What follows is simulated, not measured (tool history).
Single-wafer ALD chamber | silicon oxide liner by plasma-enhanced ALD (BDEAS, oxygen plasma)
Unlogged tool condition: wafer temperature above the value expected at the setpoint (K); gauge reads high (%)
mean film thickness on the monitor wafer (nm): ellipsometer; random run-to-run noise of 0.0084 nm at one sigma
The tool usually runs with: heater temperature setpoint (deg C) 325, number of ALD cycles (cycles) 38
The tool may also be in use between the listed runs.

run   hour  heater temperature setpoint (deg C)  number of ALD cycles (cycles)  wafers since the last listed run  hours since the last thermocouple change  hours since the gauge calibration  read-back reference wafer on the same gauge, thickness_nm  mean film thickness on the monitor wafer (nm)
  1    0.0                                  325                             38                                 0                                    1450.2                              924.7                                                      3.432                                          3.356
  2   25.1                                  325                             38                               254                                    1475.3                              949.8                                                      3.428                                          3.352
  3   57.7                                  325                             38                               331                                    1507.9                              982.4                                                      3.426                                          3.343
  4   89.8                                  325                             40                               325                                    1540.0                             1014.5                                                      3.433                                          3.523
  5  118.7                                  325                             38                               293                                    1568.9                             1043.4                                                      3.428                                          3.347
  6  143.3                                  325                             38                               249                                    1593.5                             1068.0                                                      3.427                                          3.351
  7  162.5                                  325                             38                               194                                    1612.7                             1087.2                                                      3.430                                          3.346
  8  196.9                                  325                             38                               349                                    1647.1                             1121.6                                                      3.431                                          3.340
  9  227.9                                  325                             38                               314                                    1678.1                             1152.6                                                      3.433                                          3.359
 10  248.9                                  325                             38                               213                                    1699.1                             1173.6                                                      3.426                                          3.345
 11  275.0                                  319                             41                               265                                    1725.2                             1199.7                                                      3.430                                          3.647
 12  308.9                                  319                             41                               344                                    1759.1                             1233.6                                                      3.430                                          3.646
 13  343.6                                  325                             38                               352                                    1793.8                             1268.3                                                      3.434                                          3.341
 14  375.6                                  325                             38                               324                                    1825.8                             1300.3                                                      3.431                                          3.335
     389.5  -- thermocouple changed; heater temperature recalibrated
 15  405.6                                  325                             38                               223                                      16.1                             1330.3                                                      3.426                                          3.336
 16  430.3                                  325                             38                               250                                      40.8                             1355.0                                                      3.430                                          3.350
 17  451.1                                  325                             38                               211                                      61.6                             1375.8                                                      3.430                                          3.359
 18  463.8                                  325                             38                               128                                      74.3                             1388.5                                                      3.432                                          3.352
 19  482.1                                  325                             44                               185                                      92.6                             1406.8                                                      3.428                                          3.874
 20  502.0                                  325                             38                               202                                     112.5                             1426.7                                                      3.431                                          3.344
 21  515.7                                  325                             38                               139                                     126.2                             1440.4                                                      3.430                                          3.360
 22  532.2                                  325                             43                               167                                     142.7                             1456.9                                                      3.432                                          3.785
     554.0  -- gauge calibrated
 23  558.2                                  325                             43                               264                                     168.7                                4.2                                                      3.431                                          3.795
 24  588.6                                  330                             42                               308                                     199.1                               34.6                                                      3.431                                          3.675
 25  621.6                                  325                             38                               335                                     232.1                               67.6                                                      3.432                                          3.350

What will run 26 give?
 26  650.7                                  320                             34                               295                                     261.2                               96.7                                                          ?                                              ?

Run 26 produced read-back reference wafer on the same gauge, thickness_nm 3.428, mean film thickness on the monitor wafer (nm) 3.016.
If the tool had no hidden condition, the same run with the same run-to-run variation would have returned mean film thickness on the monitor wafer (nm) 3.016.

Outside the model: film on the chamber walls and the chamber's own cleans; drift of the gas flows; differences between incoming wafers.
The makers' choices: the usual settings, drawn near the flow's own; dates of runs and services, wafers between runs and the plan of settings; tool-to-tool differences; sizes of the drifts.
